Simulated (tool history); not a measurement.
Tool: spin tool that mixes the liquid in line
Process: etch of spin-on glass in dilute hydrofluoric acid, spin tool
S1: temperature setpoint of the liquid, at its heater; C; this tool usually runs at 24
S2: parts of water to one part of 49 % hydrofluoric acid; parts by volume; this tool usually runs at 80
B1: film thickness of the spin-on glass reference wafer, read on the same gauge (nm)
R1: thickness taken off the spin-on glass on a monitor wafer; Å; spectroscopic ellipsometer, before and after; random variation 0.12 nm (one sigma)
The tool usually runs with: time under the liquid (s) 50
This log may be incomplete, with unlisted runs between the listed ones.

{"run": 1, "hour": 0.0, "S1": 24, "S2": 80, "time under the liquid (s)": 50, "B1": 70.01, "R1": 219}
{"run": 2, "hour": 48.7, "S1": 24, "S2": 80, "time under the liquid (s)": 50, "B1": 70.01, "R1": 217.9}
{"run": 3, "hour": 128.8, "S1": 24, "S2": 80, "time under the liquid (s)": 50, "B1": 69.98, "R1": 219}
{"run": 4, "hour": 193.6, "S1": 24, "S2": 80, "time under the liquid (s)": 50, "B1": 69.98, "R1": 219.1}
{"run": 5, "hour": 363.1, "S1": 24, "S2": 80, "time under the liquid (s)": 50, "B1": 70.03, "R1": 221.1}
{"run": 6, "hour": 405.0, "S1": 24, "S2": 80, "time under the liquid (s)": 50, "B1": 69.97, "R1": 220}
{"run": 7, "hour": 512.6, "S1": 24, "S2": 80, "time under the liquid (s)": 50, "B1": 69.97, "R1": 218.9}
{"run": 8, "hour": 566.4, "S1": 24, "S2": 80, "time under the liquid (s)": 50, "B1": 70.01, "R1": 220.7}
{"run": 9, "hour": 608.8, "S1": 24, "S2": 80, "time under the liquid (s)": 50, "B1": 70.01, "R1": 220.2}
{"run": 10, "hour": 648.3, "S1": 27.5, "S2": 80, "time under the liquid (s)": 30, "B1": 70.01, "R1": 154}
{"run": 11, "hour": 750.3, "S1": 26.5, "S2": 80, "time under the liquid (s)": 35, "B1": 70.01, "R1": 164.3}
{"run": 12, "hour": 830.1, "S1": 28.5, "S2": 100, "time under the liquid (s)": 50, "B1": 69.98, "R1": 197.6}
{"run": 13, "hour": 867.1, "S1": 24, "S2": 110, "time under the liquid (s)": 50, "B1": 70, "R1": 148.4}
{"run": 14, "hour": 972.8, "S1": 24, "S2": 80, "time under the liquid (s)": 50, "B1": 69.99, "R1": 211.7}
{"run": 15, "hour": 1013.3, "S1": 24, "S2": 40, "time under the liquid (s)": 65, "B1": 70.01, "R1": 583.4}
{"run": 16, "hour": 1100.5, "S1": 22.5, "S2": 115, "time under the liquid (s)": 70, "B1": 69.99, "R1": 188}

Missing from the log above: 3 entries noted between runs. For each, name the pair of listed runs it sits between and say how the tool's hidden condition differs from the listed run just before to the listed run just after:
Logged between run 6 and run 7: thermometer replaced (hour 454.9)
  hydrofluoric acid flow above the setpoint (%): 4.53 -> 4.84
  measured result minus the result with no hidden state, R1: +10.4 -> +11.1 Å
Logged between run 10 and run 11: hydrofluoric acid flow meter replaced (hour 731.3)
  hydrofluoric acid flow above the setpoint (%): 5.23 -> 0.582
  measured result minus the result with no hidden state, R1: +8.5 -> +1 Å
Logged between run 11 and run 12: gauge calibrated (hour 789.5)
  hydrofluoric acid flow above the setpoint (%): 0.582 -> 0.813
  measured result minus the result with no hidden state, R1: +1 -> +1.8 Å

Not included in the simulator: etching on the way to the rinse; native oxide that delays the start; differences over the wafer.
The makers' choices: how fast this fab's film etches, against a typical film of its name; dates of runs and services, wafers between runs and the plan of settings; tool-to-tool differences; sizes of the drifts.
